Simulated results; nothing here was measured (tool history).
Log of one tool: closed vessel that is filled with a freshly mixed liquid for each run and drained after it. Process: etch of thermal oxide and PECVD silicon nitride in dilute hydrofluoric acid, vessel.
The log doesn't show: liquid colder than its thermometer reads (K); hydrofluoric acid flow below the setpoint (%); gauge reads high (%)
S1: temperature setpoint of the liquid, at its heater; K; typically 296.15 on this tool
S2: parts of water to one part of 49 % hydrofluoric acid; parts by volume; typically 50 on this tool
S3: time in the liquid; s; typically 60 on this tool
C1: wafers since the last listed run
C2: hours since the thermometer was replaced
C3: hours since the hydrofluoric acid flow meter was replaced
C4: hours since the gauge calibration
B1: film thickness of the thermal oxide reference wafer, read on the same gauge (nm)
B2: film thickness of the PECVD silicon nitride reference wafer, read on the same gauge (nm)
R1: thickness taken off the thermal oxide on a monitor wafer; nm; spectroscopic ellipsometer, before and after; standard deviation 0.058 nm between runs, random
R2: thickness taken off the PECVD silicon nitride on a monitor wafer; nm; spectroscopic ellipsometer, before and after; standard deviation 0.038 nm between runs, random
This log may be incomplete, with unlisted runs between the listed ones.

{"run": 1, "day": 0.0, "S1": 296.15, "S2": 50, "S3": 60, "C1": 0, "C2": 2272.2, "C3": 1329.3, "C4": 1590.4, "B1": 60.01, "B2": 119.986, "R1": 5.59, "R2": 3.997}
{"run": 2, "day": 3.288, "S1": 294.15, "S2": 50, "S3": 60, "C1": 6619, "C2": 2351.1, "C3": 1408.2, "C4": 1669.3, "B1": 59.99, "B2": 120.025, "R1": 5.2, "R2": 3.492}
{"run": 3, "day": 5.325, "S1": 296.15, "S2": 50, "S3": 45, "C1": 4102, "C2": 2400.0, "C3": 1457.1, "C4": 1718.2, "B1": 59.99, "B2": 119.994, "R1": 4.19, "R2": 2.981}
{"run": 4, "day": 8.858, "S1": 296.15, "S2": 30, "S3": 75, "C1": 7114, "C2": 2484.8, "C3": 1541.9, "C4": 1803.0, "B1": 60.01, "B2": 120.005, "R1": 11.79, "R2": 8.021}
{"run": 5, "day": 13.35, "S1": 296.15, "S2": 55, "S3": 60, "C1": 9044, "C2": 2592.6, "C3": 1649.7, "C4": 1910.8, "B1": 59.99, "B2": 120.004, "R1": 5.02, "R2": 3.571}
{"run": 6, "day": 15.021, "S1": 296.15, "S2": 50, "S3": 60, "C1": 3364, "C2": 2632.7, "C3": 1689.8, "C4": 1950.9, "B1": 59.93, "B2": 120.011, "R1": 5.58, "R2": 3.91}
{"run": 7, "day": 16.888, "S1": 296.15, "S2": 50, "S3": 95, "C1": 3758, "C2": 2677.5, "C3": 1734.6, "C4": 1995.7, "B1": 60.02, "B2": 120.011, "R1": 8.67, "R2": 6.266}
{"run": 8, "day": 18.683, "S1": 296.15, "S2": 50, "S3": 60, "C1": 3616, "C2": 2720.6, "C3": 1777.7, "C4": 2038.8, "B1": 59.98, "B2": 119.99, "R1": 5.58, "R2": 3.885}
{"run": 9, "day": 21.438, "S1": 296.15, "S2": 50, "S3": 60, "C1": 5545, "C2": 2786.7, "C3": 1843.8, "C4": 2104.9, "B1": 60.01, "B2": 120.008, "R1": 5.47, "R2": 3.903}
{"day": 22.733, "done": "thermometer replaced"}
{"run": 10, "day": 25.642, "S1": 298.15, "S2": 50, "S3": 30, "C1": 8381, "C2": 69.8, "C3": 1944.7, "C4": 2205.8, "B1": 59.94, "B2": 119.995, "R1": 3.0, "R2": 2.229}
{"run": 11, "day": 28.442, "S1": 296.15, "S2": 50, "S3": 60, "C1": 5638, "C2": 137.0, "C3": 2011.9, "C4": 2273.0, "B1": 60.01, "B2": 119.986, "R1": 5.43, "R2": 3.817}
{"day": 29.908, "done": "hydrofluoric acid flow meter replaced"}
{"run": 12, "day": 32.496, "S1": 296.15, "S2": 50, "S3": 60, "C1": 8079, "C2": 234.3, "C3": 62.1, "C4": 2370.3, "B1": 59.97, "B2": 120.01, "R1": 5.08, "R2": 3.704}
{"run": 13, "day": 34.333, "S1": 299.65, "S2": 25, "S3": 30, "C1": 3699, "C2": 278.4, "C3": 106.2, "C4": 2414.4, "B1": 60.0, "B2": 119.992, "R1": 6.1, "R2": 4.537}
{"run": 14, "day": 38.3, "S1": 296.15, "S2": 35, "S3": 75, "C1": 7987, "C2": 373.6, "C3": 201.4, "C4": 2509.6, "B1": 59.97, "B2": 120.021, "R1": 9.18, "R2": 6.484}
{"run": 15, "day": 40.846, "S1": 296.15, "S2": 30, "S3": 40, "C1": 5126, "C2": 434.7, "C3": 262.5, "C4": 2570.7, "B1": 60.0, "B2": 120.033, "R1": 5.87, "R2": 3.932}
{"run": 16, "day": 43.321, "S1": 296.15, "S2": 45, "S3": 60, "C1": 4983, "C2": 494.1, "C3": 321.9, "C4": 2630.1, "B1": 59.99, "B2": 120.001, "R1": 5.67, "R2": 3.973}
{"run": 17, "day": 46.054, "S1": 293.15, "S2": 60, "S3": 60, "C1": 5503, "C2": 559.7, "C3": 387.5, "C4": 2695.7, "B1": 60.0, "B2": 119.995, "R1": 3.67, "R2": 2.437}
{"day": 49.35, "done": "gauge calibrated"}
{"run": 18, "day": 50.121, "S1": 296.15, "S2": 50, "S3": 60, "C1": 8188, "C2": 657.3, "C3": 485.1, "C4": 18.5, "B1": 60.03, "B2": 120.014, "R1": 4.97, "R2": 3.539}
{"day": 55.679, "done": "hydrofluoric acid flow meter replaced, repeated, since the last time left the tool worse"}
{"run": 19, "day": 62.917, "S1": 293.15, "S2": 30, "S3": 60, "C1": 25681, "C2": 964.4, "C3": 173.7, "C4": 325.6, "B1": 59.98, "B2": 120.019, "R1": 8.78, "R2": 5.562}
{"run": 20, "day": 65.504, "S1": 296.15, "S2": 50, "S3": 60, "C1": 5210, "C2": 1026.5, "C3": 235.8, "C4": 387.7, "B1": 60.05, "B2": 119.997, "R1": 5.92, "R2": 4.128}
{"run": 21, "day": 68.029, "S1": 296.15, "S2": 50, "S3": 90, "C1": 5084, "C2": 1087.1, "C3": 296.4, "C4": 448.3, "B1": 60.0, "B2": 119.985, "R1": 8.68, "R2": 6.163}
{"run": 22, "day": 71.5, "S1": 296.15, "S2": 50, "S3": 50, "C1": 6988, "C2": 1170.4, "C3": 379.7, "C4": 531.6, "B1": 60.01, "B2": 120.003, "R1": 4.87, "R2": 3.49}
{"run": 23, "day": 75.292, "S1": 296.15, "S2": 50, "S3": 75, "C1": 7634, "C2": 1261.4, "C3": 470.7, "C4": 622.6, "B1": 59.97, "B2": 119.989, "R1": 7.27, "R2": 5.101}
{"run": 24, "day": 77.412, "S1": 298.15, "S2": 30, "S3": 60, "C1": 4270, "C2": 1312.3, "C3": 521.6, "C4": 673.5, "B1": 59.96, "B2": 119.976, "R1": 10.99, "R2": 7.809}
{"run": 25, "day": 81.483, "S1": 296.15, "S2": 40, "S3": 35, "C1": 8197, "C2": 1410.0, "C3": 619.3, "C4": 771.2, "B1": 60.07, "B2": 119.974, "R1": 4.33, "R2": 2.929}

Below are 4 alternative next runs, each starting from the tool's condition after run 25. Predict each:
{"run": "A", "day": 81.512, "S1": 299.65, "S2": 50, "S3": 60, "C1": 58, "C2": 1410.7, "C3": 620.0, "C4": 771.9, "B1": "?", "B2": "?", "R1": "?", "R2": "?"}
{"run": "B", "day": 81.512, "S1": 299.15, "S2": 50, "S3": 60, "C1": 58, "C2": 1410.7, "C3": 620.0, "C4": 771.9, "B1": "?", "B2": "?", "R1": "?", "R2": "?"}
{"run": "C", "day": 81.512, "S1": 293.65, "S2": 50, "S3": 60, "C1": 58, "C2": 1410.7, "C3": 620.0, "C4": 771.9, "B1": "?", "B2": "?", "R1": "?", "R2": "?"}
{"run": "D", "day": 81.512, "S1": 296.15, "S2": 60, "S3": 60, "C1": 58, "C2": 1410.7, "C3": 620.0, "C4": 771.9, "B1": "?", "B2": "?", "R1": "?", "R2": "?"}

run=A B1=60.00 B2=120.025 R1=6.74 R2=5.167
run=B B1=60.00 B2=120.025 R1=6.60 R2=4.999
run=C B1=60.00 B2=120.025 R1=5.26 R2=3.443
run=D B1=60.00 B2=120.025 R1=4.80 R2=3.418
Without the tool's unlogged condition, the same runs would have read:
run=A R1=6.93 R2=5.300
run=B R1=6.79 R2=5.127
run=C R1=5.41 R2=3.531
run=D R1=4.94 R2=3.506
